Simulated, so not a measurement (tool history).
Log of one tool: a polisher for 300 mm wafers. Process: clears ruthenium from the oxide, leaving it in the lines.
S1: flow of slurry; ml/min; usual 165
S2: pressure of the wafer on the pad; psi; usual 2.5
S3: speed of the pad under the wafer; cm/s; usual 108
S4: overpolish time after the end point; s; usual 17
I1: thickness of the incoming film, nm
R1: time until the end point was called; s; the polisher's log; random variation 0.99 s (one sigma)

run,hour,S1,S2,S3,S4,I1,R1
1,0.0,165,2.5,96,10,89.4,78.6
2,21.2,165,2.5,96,10,89.6,80.3
3,47.1,165,2.5,96,10,90.9,83.4
4,61.3,165,2.5,108,17,90.3,72.3
5,96.3,165,2.5,108,17,91.0,75.5
# hour 118.5: worn pad replaced by a new one
6,119.0,165,2.5,108,17,90.3,73.3
7,146.4,165,2.5,108,17,91.9,74.6
8,160.8,165,2.5,108,17,89.0,73.0
9,183.6,165,2.5,108,17,92.0,74.7
10,211.2,140,2.5,108,17,88.8,75.0
# hour 216.6: worn pad replaced by a new one
# hour 222.9: slurry nozzle cleaned
11,238.6,165,2.5,108,17,90.2,70.3
12,252.2,165,1.9,138,23,89.4,70.8
13,273.9,165,3.0,128,8,88.3,48.3
14,287.5,165,2.5,108,17,90.0,70.9
# hour 318.1: worn pad replaced by a new one
15,320.0,165,2.3,108,17,90.0,77.3
16,351.9,200,2.0,140,11,90.9,67.6
17,377.2,165,2.5,108,17,90.6,72.1
18,411.5,165,3.2,108,7,91.2,58.6
# hour 415.9: head pressure recalibrated
# hour 418.3: worn pad replaced by a new one
19,444.6,165,3.0,120,17,89.3,47.8
20,479.6,165,2.5,80,17,88.2,88.3
# hour 499.2: slurry nozzle cleaned
21,505.1,110,3.1,132,10,91.0,45.5
22,522.9,165,2.5,108,13,89.7,63.1
# hour 527.7: worn pad replaced by a new one
23,544.9,165,2.5,108,22,90.9,67.5

What the log doesn't show, run by run:
removal rate lost through wear of the pad, %: 0 in every run
H1: slurry flow missing at the pad, %
H2: deviation of the head's pressure from its setpoint, %
run,H1,H2
1,30.1,-9.37
2,32.9,-9.5
3,35.8,-9.65
4,37.1,-9.73
5,39.6,-9.91
6,40.9,-10
7,42.1,-10.1
8,42.6,-10.2
9,43.3,-10.3
10,43.9,-10.4
11,7.58,-10.5
12,11.9,-10.5
13,17.8,-10.6
14,20.9,-10.6
15,26.9,-10.7
16,31.3,-10.8
17,34,-10.8
18,36.7,-10.9
19,38.6,-1.54
20,40.1,-2.66
21,5.8,-3.41
22,11.9,-3.9
23,18.2,-4.47

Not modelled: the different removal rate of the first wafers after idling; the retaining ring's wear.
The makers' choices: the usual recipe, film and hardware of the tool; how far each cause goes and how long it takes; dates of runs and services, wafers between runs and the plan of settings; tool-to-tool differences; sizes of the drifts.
